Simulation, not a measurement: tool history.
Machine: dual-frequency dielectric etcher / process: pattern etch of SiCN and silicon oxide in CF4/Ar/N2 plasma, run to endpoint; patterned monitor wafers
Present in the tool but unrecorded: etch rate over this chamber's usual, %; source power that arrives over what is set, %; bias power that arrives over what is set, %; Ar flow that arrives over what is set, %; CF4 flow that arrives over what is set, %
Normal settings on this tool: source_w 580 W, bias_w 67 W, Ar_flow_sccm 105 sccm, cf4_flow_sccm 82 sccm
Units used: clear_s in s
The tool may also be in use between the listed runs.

run	day	source_w	bias_w	Ar_flow_sccm	cf4_flow_sccm	wafers since the last listed run	hours since the last wet clean	hours since the last source power generator calibration	hours since the last bias power generator calibration	hours since the last Ar flow controller change	hours since the last CF4 flow controller change	hours since the last upper electrode change	incoming incoming film thickness, nm	clear_s
1	0.000	580	55	105	82	0	130.3	1296.6	3990.7	743.3	4519.8	4103.2	14.53	14.7
2	4.471	580	55	105	82	1853	237.6	1403.9	4098.0	850.6	4627.1	4210.5	14.75	14.6
3	8.471	580	67	105	82	1658	333.6	1499.9	4194.0	946.6	4723.1	4306.5	14.71	13.9
4	10.371	580	67	105	82	787	379.2	1545.5	4239.6	992.2	4768.7	4352.1	14.49	13.6
5	12.962	580	67	105	82	1074	441.4	1607.7	4301.8	1054.4	4830.9	4414.3	14.56	13.5
6	15.296	580	67	91	82	967	497.4	1663.7	4357.8	1110.4	4886.9	4470.3	14.80	13.5
# day 18.454: wet clean of the chamber
7	18.475	580	67	91	82	903	0.5	1740.0	4434.1	1186.7	4963.2	4546.6	14.67	13.9
8	21.483	580	67	91	82	1246	72.7	1812.2	4506.3	1258.9	5035.4	4618.8	14.65	13.9
# day 24.275: CF4 flow controller replaced
# day 25.879: bias power generator calibrated
# day 31.529: source power generator calibrated
9	32.450	580	67	105	82	4303	335.9	22.1	157.7	1522.1	196.2	4882.0	14.48	13.5
# day 37.179: wet clean of the chamber
10	37.200	580	67	105	82	1554	0.5	136.1	271.7	1636.1	310.2	4996.0	14.51	13.9
# day 38.162: Ar flow controller replaced
11	40.146	580	67	105	82	1117	71.2	206.8	342.4	47.6	380.9	5066.7	14.76	14.0
12	43.912	580	67	105	82	1561	161.6	297.2	432.8	138.0	471.3	5157.1	14.62	13.8
13	46.229	460	67	123	82	960	217.2	352.8	488.4	193.6	526.9	5212.7	14.54	17.7
14	49.154	580	67	105	82	1212	287.4	423.0	558.6	263.8	597.1	5282.9	14.55	13.4
15	52.896	580	67	129	82	1550	377.2	512.8	648.4	353.6	686.9	5372.7	14.64	13.9
# day 56.392: upper electrode replaced
16	56.412	580	74	116	72	1043	461.6	597.2	732.8	438.0	771.3	0.5	14.57	13.4
17	58.488	580	60	105	72	860	511.4	647.0	782.6	487.8	821.1	50.3	14.63	14.4
# day 60.512: wet clean of the chamber
18	60.533	580	79	81	82	433	0.5	696.1	831.7	536.9	870.2	99.4	14.58	12.8
19	63.079	580	67	82	73	1055	61.6	757.2	892.8	598.0	931.3	160.5	14.49	13.9
20	67.467	470	52	120	101	1818	166.9	862.5	998.1	703.3	1036.6	265.8	14.72	18.3
21	70.354	660	74	105	75	1196	236.2	931.8	1067.4	772.6	1105.9	335.1	14.58	11.9
22	73.471	580	67	105	82	1291	311.0	1006.6	1142.2	847.4	1180.7	409.9	14.49	13.6

Hidden state or all else? Some run-to-run changes of clear_s, split into what the settings, what came in and random variation would give without the hidden state, and what is left for the hidden state (with any gauge scatter that isn't in both results):
Run 6 -> 7: wet clean of the chamber. clear_s +0.4 s: hidden state +0.6, all else -0.2.
Run 17 -> 18: bias_w 60 -> 79, Ar_flow_sccm 105 -> 81, cf4_flow_sccm 72 -> 82, wet clean of the chamber. clear_s -1.6 s: hidden state +0.7, all else -2.3.
Run 19 -> 20: source_w 580 -> 470, bias_w 67 -> 52, Ar_flow_sccm 82 -> 120, cf4_flow_sccm 73 -> 101. clear_s +4.4 s: hidden state -0.2, all else +4.6.
Run 20 -> 21: source_w 470 -> 660, bias_w 52 -> 74, Ar_flow_sccm 120 -> 105, cf4_flow_sccm 101 -> 75. clear_s -6.4 s: hidden state +0.1, all else -6.5.
